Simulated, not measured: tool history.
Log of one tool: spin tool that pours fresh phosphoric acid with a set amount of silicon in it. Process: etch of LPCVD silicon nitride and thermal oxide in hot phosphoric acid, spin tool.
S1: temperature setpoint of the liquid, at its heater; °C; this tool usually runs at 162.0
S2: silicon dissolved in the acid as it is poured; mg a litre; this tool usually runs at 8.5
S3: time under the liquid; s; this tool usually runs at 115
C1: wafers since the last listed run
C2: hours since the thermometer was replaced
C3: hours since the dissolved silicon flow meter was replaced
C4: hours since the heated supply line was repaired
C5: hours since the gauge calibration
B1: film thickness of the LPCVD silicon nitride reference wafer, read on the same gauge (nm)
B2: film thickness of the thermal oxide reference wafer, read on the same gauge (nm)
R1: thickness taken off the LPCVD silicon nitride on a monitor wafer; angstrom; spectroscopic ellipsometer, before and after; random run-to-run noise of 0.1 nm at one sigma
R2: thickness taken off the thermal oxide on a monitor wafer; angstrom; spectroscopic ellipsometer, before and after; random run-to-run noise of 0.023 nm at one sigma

run,day,S1,S2,S3,C1,C2,C3,C4,C5,B1,B2,R1,R2
1,0.000,162.0,4.0,115,0,251.4,59.5,430.6,1067.0,120.03,30.004,110.1,2.51
2,1.767,162.0,6.0,115,374,293.8,101.9,473.0,1109.4,120.01,30.001,108.8,2.62
3,3.275,160.0,4.5,135,319,330.0,138.1,509.2,1145.6,119.99,29.997,117.7,2.63
4,5.279,162.0,8.5,115,424,378.1,186.2,557.3,1193.7,120.01,30.001,108.1,2.18
5,8.408,162.0,11.0,50,663,453.2,261.3,632.4,1268.8,120.00,30.009,47.7,1.13
6,11.275,161.0,8.5,115,607,522.0,330.1,701.2,1337.6,120.00,29.980,105.1,2.44
7,13.142,161.0,8.5,160,395,566.8,374.9,746.0,1382.4,120.03,30.008,148.9,3.85
8,14.738,162.0,8.5,115,338,605.1,413.2,784.3,1420.7,119.99,30.028,108.2,2.32
9,17.875,165.0,5.5,115,664,680.4,488.5,859.6,1496.0,120.01,29.976,120.7,3.59
10,21.796,163.5,2.0,115,830,774.5,582.6,953.7,1590.1,120.03,29.996,112.2,3.14
11,23.646,160.0,8.5,90,392,818.9,627.0,998.1,1634.5,120.02,30.010,77.6,1.48
12,27.862,164.5,2.0,85,893,920.1,728.2,1099.3,1735.7,119.98,30.036,86.3,2.21
# day 30.425: gauge calibrated
13,31.329,165.0,3.0,145,734,1003.3,811.4,1182.5,21.7,120.00,30.031,148.2,4.46
14,34.000,162.0,8.5,115,565,1067.4,875.5,1246.6,85.8,120.02,30.006,107.0,1.92
15,35.650,160.0,8.5,50,349,1107.0,915.1,1286.2,125.4,120.01,29.957,43.5,0.85
16,39.850,161.0,8.5,115,890,1207.8,1015.9,1387.0,226.2,119.98,30.006,102.2,1.84
17,42.750,162.0,8.5,115,614,1277.4,1085.5,1456.6,295.8,120.00,30.026,103.9,2.31
18,46.292,162.0,11.5,115,750,1362.4,1170.5,1541.6,380.8,120.01,30.016,106.7,2.26
19,47.992,162.0,8.5,70,360,1403.2,1211.3,1582.4,421.6,120.03,30.025,64.3,1.40
20,51.121,160.5,13.0,115,663,1478.3,1286.4,1657.5,496.7,120.02,30.014,99.1,1.84
21,55.112,164.5,10.5,115,845,1574.1,1382.2,1753.3,592.5,120.01,29.968,113.2,3.11

Forecast each of these 5 alternatives for the next run:
A,55.129,162.0,8.5,115,3,1574.5,1382.6,1753.7,592.9,?,?,?,?
B,55.129,161.0,10.5,80,3,1574.5,1382.6,1753.7,592.9,?,?,?,?
C,55.129,162.0,15.0,140,3,1574.5,1382.6,1753.7,592.9,?,?,?,?
D,55.129,162.0,15.5,90,3,1574.5,1382.6,1753.7,592.9,?,?,?,?
E,55.129,160.5,4.0,55,3,1574.5,1382.6,1753.7,592.9,?,?,?,?

run,B1,B2,R1,R2
A,119.99,30.009,104.1,2.39
B,119.99,30.009,70.0,1.48
C,119.99,30.009,126.8,2.50
D,119.99,30.009,81.5,1.59
E,119.99,30.009,47.4,1.12
The same runs, with their run-to-run variation unchanged, on a tool lacking any hidden condition would have given:
run,R1,R2
A,110.3,2.71
B,74.2,1.68
C,134.3,2.84
D,86.3,1.80
E,50.2,1.27
